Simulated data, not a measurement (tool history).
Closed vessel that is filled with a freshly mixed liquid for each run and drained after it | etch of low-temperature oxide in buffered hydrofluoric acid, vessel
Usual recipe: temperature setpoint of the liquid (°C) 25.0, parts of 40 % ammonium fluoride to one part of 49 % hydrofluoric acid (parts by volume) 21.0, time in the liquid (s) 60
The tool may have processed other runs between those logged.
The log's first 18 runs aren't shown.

run	day	temperature setpoint of the liquid (°C)	parts of 40 % ammonium fluoride to one part of 49 % hydrofluoric acid (parts by volume)	time in the liquid (s)	wafers since the last listed run	hours since the thermometer was replaced	hours since the hydrofluoric acid flow meter was replaced	hours since the gauge calibration	read-back film thickness of the low-temperature oxide reference wafer, read on the same gauge (nm)	thickness taken off the low-temperature oxide on a monitor wafer (Å)
# day 39.075: thermometer replaced
19	41.562	26.5	15.0	90	5769	59.7	493.0	182.4	49.99	2239.9
20	42.729	25.0	21.0	40	2297	87.7	521.0	210.4	50.00	667.2
21	45.242	29.0	24.5	75	4948	148.0	581.3	270.7	49.99	1405.1
22	47.458	25.0	21.0	60	4365	201.2	634.5	323.9	49.99	1005.7
23	56.162	22.5	15.0	70	17143	410.1	843.4	532.8	49.99	1418.3
24	58.075	25.0	21.0	75	3766	456.0	889.3	578.7	49.99	1270.1
25	59.371	21.5	21.0	90	2552	487.1	920.4	609.8	50.04	1259.9
26	60.588	29.0	25.5	60	2396	516.3	949.6	639.0	49.99	1104.2
27	62.242	21.5	21.0	60	3258	556.0	989.3	678.7	50.00	840.7
28	63.979	22.5	17.5	45	3422	597.7	1031.0	720.4	50.02	786.5
29	65.050	28.5	25.5	30	2109	623.4	1056.7	746.1	50.00	539.0
30	66.704	25.0	23.5	60	3258	663.1	1096.4	785.8	50.03	940.3
31	68.454	26.5	21.0	30	3446	705.1	1138.4	827.8	50.01	551.5

5 options for the next run, each taken on its own from the tool as it stands now. Forecast them:
A	68.483	25.0	21.0	60	57	705.8	1139.1	828.5	?	?
B	68.483	25.0	27.0	45	57	705.8	1139.1	828.5	?	?
C	68.483	22.5	15.5	60	57	705.8	1139.1	828.5	?	?
D	68.483	25.0	21.0	30	57	705.8	1139.1	828.5	?	?
E	68.483	27.5	21.0	45	57	705.8	1139.1	828.5	?	?

run	read-back film thickness of the low-temperature oxide reference wafer, read on the same gauge (nm)	thickness taken off the low-temperature oxide on a monitor wafer (Å)
A	49.99	1019.4
B	49.99	643.3
C	49.99	1182.0
D	49.99	509.7
E	49.99	874.8
Stripped of hidden state, with their random variation kept, the same runs would have yielded:
run	thickness taken off the low-temperature oxide on a monitor wafer (Å)
A	998.5
B	630.1
C	1157.5
D	499.3
E	857.2

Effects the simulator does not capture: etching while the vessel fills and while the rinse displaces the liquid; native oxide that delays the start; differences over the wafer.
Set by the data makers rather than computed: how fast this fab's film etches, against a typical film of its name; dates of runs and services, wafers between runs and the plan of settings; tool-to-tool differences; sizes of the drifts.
